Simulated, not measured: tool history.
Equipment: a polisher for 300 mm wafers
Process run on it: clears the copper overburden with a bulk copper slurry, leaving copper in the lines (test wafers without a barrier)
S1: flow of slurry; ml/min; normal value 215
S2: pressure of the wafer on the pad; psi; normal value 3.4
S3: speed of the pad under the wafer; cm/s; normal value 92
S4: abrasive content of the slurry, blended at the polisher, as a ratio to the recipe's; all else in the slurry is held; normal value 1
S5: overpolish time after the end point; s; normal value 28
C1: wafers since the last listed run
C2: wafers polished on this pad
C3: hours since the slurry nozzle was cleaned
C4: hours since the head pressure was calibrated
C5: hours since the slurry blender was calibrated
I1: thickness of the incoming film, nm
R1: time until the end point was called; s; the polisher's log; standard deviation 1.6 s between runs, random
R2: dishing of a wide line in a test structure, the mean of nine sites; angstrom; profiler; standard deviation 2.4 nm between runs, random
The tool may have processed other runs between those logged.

| run | hour | S1 | S2 | S3 | S4 | S5 | C1 | C2 | C3 | C4 | C5 | I1 | R1 | R2 |
|---|---|---|---|---|---|---|---|---|---|---|---|---|---|---|
| 1 | 0 | 215 | 3.4 | 92 | 1 | 28 | 0 | 20 | 205.5 | 670.9 | 153.5 | 975.6 | 86.9 | 1399 |
| 2 | 27.3 | 215 | 3.4 | 92 | 1 | 28 | 171 | 191 | 232.8 | 698.2 | 180.8 | 965.9 | 83.7 | 1431 |
|  | 45.6 | head pressure recalibrated |
| 3 | 72.6 | 215 | 3.4 | 92 | 1 | 28 | 271 | 462 | 278.1 | 27 | 226.1 | 966.3 | 85.5 | 1413 |
| 4 | 144.5 | 215 | 3.4 | 92 | 1 | 28 | 450 | 913 | 350 | 98.9 | 298 | 963.6 | 87.7 | 1376 |
| 5 | 191.3 | 215 | 3.4 | 92 | 0.85 | 28 | 293 | 1206 | 396.8 | 145.7 | 344.8 | 948.9 | 89.1 | 1364 |
|  | 236.5 | slurry nozzle cleaned |
| 6 | 248.8 | 215 | 3.4 | 92 | 0.85 | 28 | 354 | 1560 | 12.3 | 203.2 | 402.3 | 956.9 | 86.6 | 1408 |
|  | 300.9 | slurry blender recalibrated |
| 7 | 310.6 | 215 | 3.4 | 92 | 1 | 28 | 374 | 1935 | 74.1 | 265 | 9.7 | 956.8 | 84.3 | 1394 |
| 8 | 366.2 | 215 | 3.4 | 92 | 1 | 28 | 348 | 2283 | 129.7 | 320.6 | 65.3 | 960.8 | 85.6 | 1476 |
| 9 | 416.1 | 215 | 4.3 | 102 | 1 | 28 | 312 | 2596 | 179.6 | 370.5 | 115.2 | 955.6 | 61.6 | 1682 |
|  | 464.2 | worn pad replaced by a new one |
| 10 | 464.9 | 285 | 4.5 | 92 | 1 | 28 | 280 | 4 | 228.4 | 419.3 | 164 | 954 | 62.9 | 1675 |
| 11 | 500.7 | 255 | 3.4 | 64 | 0.9 | 18 | 224 | 228 | 264.2 | 455.1 | 199.8 | 957.4 | 114.5 | 942 |
| 12 | 543.9 | 215 | 3.4 | 92 | 1 | 28 | 270 | 499 | 307.4 | 498.3 | 243 | 954.4 | 87.8 | 1384 |
|  | 621.8 | slurry nozzle cleaned |
| 13 | 664.4 | 215 | 2.3 | 92 | 0.75 | 41 | 748 | 1248 | 42.6 | 618.8 | 363.5 | 953.1 | 126.2 | 1246 |
| 14 | 735.3 | 215 | 2.3 | 92 | 1.3 | 18 | 444 | 1692 | 113.5 | 689.7 | 434.4 | 964.3 | 114.1 | 847 |
|  | 738.6 | slurry blender recalibrated |
|  | 778.3 | head pressure recalibrated |
| 15 | 806.1 | 215 | 3.4 | 82 | 1.25 | 36 | 418 | 2111 | 184.3 | 27.8 | 67.5 | 959.6 | 88.7 | 1559 |
| 16 | 850.5 | 215 | 3.4 | 92 | 0.75 | 28 | 278 | 2389 | 228.7 | 72.2 | 111.9 | 962 | 90.3 | 1365 |
| 17 | 895.3 | 215 | 4.2 | 92 | 0.7 | 28 | 280 | 2670 | 273.5 | 117 | 156.7 | 971.6 | 79.2 | 1518 |
| 18 | 928.2 | 215 | 3.4 | 92 | 0.85 | 28 | 206 | 2876 | 306.4 | 149.9 | 189.6 | 964.5 | 90.9 | 1380 |
|  | 946.7 | worn pad replaced by a new one |
| 19 | 977.2 | 215 | 3.9 | 120 | 1 | 28 | 281 | 191 | 355.4 | 198.9 | 238.6 | 955.7 | 65.1 | 1667 |
|  | 992.9 | slurry nozzle cleaned |
| 20 | 1047.2 | 215 | 3.4 | 92 | 1 | 28 | 432 | 623 | 54.3 | 268.9 | 308.6 | 969.9 | 85.9 | 1426 |
| 21 | 1083.6 | 270 | 3.4 | 64 | 0.9 | 28 | 228 | 851 | 90.7 | 305.3 | 345 | 960.4 | 111 | 1252 |
| 22 | 1125.7 | 215 | 3.4 | 92 | 1 | 28 | 263 | 1115 | 132.8 | 347.4 | 387.1 | 950.7 | 85.3 | 1407 |
| 23 | 1173 | 215 | 3.4 | 92 | 1.3 | 44 | 296 | 1411 | 180.1 | 394.7 | 434.4 | 967.4 | 81.8 | 1667 |
|  | 1204.6 | slurry blender recalibrated |
| 24 | 1212.1 | 215 | 3.4 | 92 | 1 | 28 | 232 | 1644 | 219.2 | 433.8 | 7.5 | 965 | 85.5 | 1403 |
| 25 | 1244.6 | 215 | 3.4 | 120 | 1 | 32 | 203 | 1847 | 251.7 | 466.3 | 40 | 976.1 | 71.4 | 1573 |
| 26 | 1287.4 | 215 | 3.9 | 120 | 1 | 28 | 268 | 2116 | 294.5 | 509.1 | 82.8 | 967.9 | 64.1 | 1646 |
| 27 | 1334.8 | 235 | 3.4 | 76 | 1 | 28 | 297 | 2413 | 341.9 | 556.5 | 130.2 | 958.7 | 105.3 | 1291 |
|  | 1346 | head pressure recalibrated |
|  | 1385.8 | slurry nozzle cleaned |
| 28 | 1389.4 | 280 | 3.4 | 110 | 1.1 | 28 | 323 | 2736 | 3.6 | 43.4 | 184.8 | 971 | 69.1 | 1515 |
|  | 1408.2 | worn pad replaced by a new one |
| 29 | 1430.2 | 215 | 4.5 | 92 | 1 | 39 | 230 | 137 | 44.4 | 84.2 | 225.6 | 947.5 | 62.8 | 1864 |

3 options for the next run, each taken on its own from the tool as it stands now. Forecast them:
| A | 1430.7 | 215 | 3.4 | 74 | 1 | 28 | 3 | 140 | 44.9 | 84.7 | 226.1 | 950 | ? | ? |
| B | 1430.7 | 215 | 3.4 | 60 | 1 | 28 | 3 | 140 | 44.9 | 84.7 | 226.1 | 950 | ? | ? |
| C | 1430.7 | 215 | 3.4 | 116 | 1 | 28 | 3 | 140 | 44.9 | 84.7 | 226.1 | 950 | ? | ? |

| run | R1 | R2 |
|---|---|---|
| A | 99.2 | 1317 |
| B | 116.3 | 1206 |
| C | 68.9 | 1553 |
The same runs, with their run-to-run variation unchanged, on a tool lacking any hidden condition would have given:
| run | R1 | R2 |
|---|---|---|
| A | 98.6 | 1321 |
| B | 115.6 | 1211 |
| C | 68.5 | 1557 |
